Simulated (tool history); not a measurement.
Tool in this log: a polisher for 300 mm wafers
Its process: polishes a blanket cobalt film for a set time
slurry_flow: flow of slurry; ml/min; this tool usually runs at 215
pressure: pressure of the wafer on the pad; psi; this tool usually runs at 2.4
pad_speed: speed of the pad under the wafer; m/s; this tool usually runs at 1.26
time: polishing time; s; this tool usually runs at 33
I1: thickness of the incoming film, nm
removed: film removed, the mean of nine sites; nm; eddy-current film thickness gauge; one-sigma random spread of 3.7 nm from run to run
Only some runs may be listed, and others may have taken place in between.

{"run": 1, "hour": 0.0, "slurry_flow": 215, "pressure": 2.4, "pad_speed": 1.26, "time": 33, "I1": 1606.1, "removed": 249.4}
{"run": 2, "hour": 72.8, "slurry_flow": 215, "pressure": 2.4, "pad_speed": 1.26, "time": 30, "I1": 1560.4, "removed": 219.7}
{"hour": 83.7, "done": "worn pad replaced by a new one"}
{"run": 3, "hour": 145.8, "slurry_flow": 215, "pressure": 2.4, "pad_speed": 1.26, "time": 30, "I1": 1575.8, "removed": 237.6}
{"run": 4, "hour": 248.2, "slurry_flow": 215, "pressure": 2, "pad_speed": 1.26, "time": 33, "I1": 1586.3, "removed": 211.1}
{"run": 5, "hour": 332.7, "slurry_flow": 215, "pressure": 2, "pad_speed": 1.26, "time": 33, "I1": 1574.4, "removed": 205.4}
{"run": 6, "hour": 370.2, "slurry_flow": 215, "pressure": 2, "pad_speed": 1.26, "time": 33, "I1": 1577.1, "removed": 200.5}
{"hour": 410.4, "done": "slurry nozzle cleaned"}
{"hour": 427.4, "done": "worn pad replaced by a new one"}
{"run": 7, "hour": 435.6, "slurry_flow": 215, "pressure": 2.4, "pad_speed": 1.26, "time": 33, "I1": 1553.5, "removed": 267.2}
{"run": 8, "hour": 496.2, "slurry_flow": 215, "pressure": 2.4, "pad_speed": 1.26, "time": 33, "I1": 1585.1, "removed": 256.3}
{"run": 9, "hour": 535.0, "slurry_flow": 215, "pressure": 2.4, "pad_speed": 1.26, "time": 38, "I1": 1587.1, "removed": 298.4}
{"hour": 571.7, "done": "head pressure recalibrated"}
{"run": 10, "hour": 572.1, "slurry_flow": 215, "pressure": 2.4, "pad_speed": 1.26, "time": 38, "I1": 1601, "removed": 293.1}
{"run": 11, "hour": 611.5, "slurry_flow": 215, "pressure": 2.4, "pad_speed": 1.26, "time": 33, "I1": 1569.6, "removed": 248.5}
{"run": 12, "hour": 651.4, "slurry_flow": 215, "pressure": 2.4, "pad_speed": 1.26, "time": 33, "I1": 1585.6, "removed": 245.2}
{"run": 13, "hour": 743.5, "slurry_flow": 215, "pressure": 2.4, "pad_speed": 1.26, "time": 33, "I1": 1588, "removed": 238.2}
{"hour": 790.0, "done": "worn pad replaced by a new one"}
{"run": 14, "hour": 837.2, "slurry_flow": 160, "pressure": 2.4, "pad_speed": 1.26, "time": 44, "I1": 1604.6, "removed": 333.9}
{"run": 15, "hour": 908.2, "slurry_flow": 245, "pressure": 2.2, "pad_speed": 1.26, "time": 33, "I1": 1547.7, "removed": 236.7}
{"run": 16, "hour": 990.2, "slurry_flow": 270, "pressure": 2.4, "pad_speed": 0.96, "time": 33, "I1": 1578.8, "removed": 194.2}
{"hour": 1027.5, "done": "slurry nozzle cleaned"}
{"run": 17, "hour": 1061.4, "slurry_flow": 290, "pressure": 2.4, "pad_speed": 1.08, "time": 33, "I1": 1585.4, "removed": 207.6}
{"hour": 1103.3, "done": "head pressure recalibrated"}
{"run": 18, "hour": 1142.1, "slurry_flow": 245, "pressure": 2.7, "pad_speed": 1.42, "time": 33, "I1": 1605.4, "removed": 292.8}
{"hour": 1165.0, "done": "worn pad replaced by a new one"}
{"run": 19, "hour": 1239.2, "slurry_flow": 155, "pressure": 2.4, "pad_speed": 0.86, "time": 33, "I1": 1564.5, "removed": 166.1}
{"run": 20, "hour": 1323.8, "slurry_flow": 245, "pressure": 2.2, "pad_speed": 1.26, "time": 33, "I1": 1609.6, "removed": 233.9}
{"run": 21, "hour": 1371.1, "slurry_flow": 170, "pressure": 3, "pad_speed": 1.26, "time": 33, "I1": 1571, "removed": 291.4}
{"run": 22, "hour": 1435.6, "slurry_flow": 215, "pressure": 2.4, "pad_speed": 1.26, "time": 33, "I1": 1589.7, "removed": 242.9}
{"hour": 1538.7, "done": "worn pad replaced by a new one"}
{"run": 23, "hour": 1539.2, "slurry_flow": 270, "pressure": 2.8, "pad_speed": 1.62, "time": 33, "I1": 1603.5, "removed": 408.7}
{"hour": 1575.1, "done": "slurry nozzle cleaned"}
{"run": 24, "hour": 1591.3, "slurry_flow": 215, "pressure": 2, "pad_speed": 1.04, "time": 33, "I1": 1608.8, "removed": 182.9}
{"hour": 1619.8, "done": "head pressure recalibrated"}
{"run": 25, "hour": 1659.1, "slurry_flow": 215, "pressure": 2.4, "pad_speed": 1.66, "time": 33, "I1": 1573.2, "removed": 340.2}

Each row is a separate what-if for the run after 25, all from the same tool condition, not one after another. Results?
{"run": "A", "hour": 1659.5, "slurry_flow": 215, "pressure": 2.4, "pad_speed": 1.26, "time": 33, "I1": 1591.8, "removed": "?"}
{"run": "B", "hour": 1659.5, "slurry_flow": 215, "pressure": 2.7, "pad_speed": 1.1, "time": 33, "I1": 1591.8, "removed": "?"}
{"run": "C", "hour": 1659.5, "slurry_flow": 215, "pressure": 2.8, "pad_speed": 1.26, "time": 33, "I1": 1591.8, "removed": "?"}
{"run": "D", "hour": 1659.5, "slurry_flow": 215, "pressure": 2.4, "pad_speed": 1.26, "time": 29, "I1": 1591.8, "removed": "?"}
{"run": "E", "hour": 1659.5, "slurry_flow": 215, "pressure": 2.4, "pad_speed": 1.6, "time": 27, "I1": 1591.8, "removed": "?"}

run=A removed=253.2
run=B removed=248.6
run=C removed=295.3
run=D removed=222.5
run=E removed=263
Had the tool no hidden state, the same runs would have come out as:
run=A removed=268.1
run=B removed=263.3
run=C removed=312.8
run=D removed=235.6
run=E removed=278.5
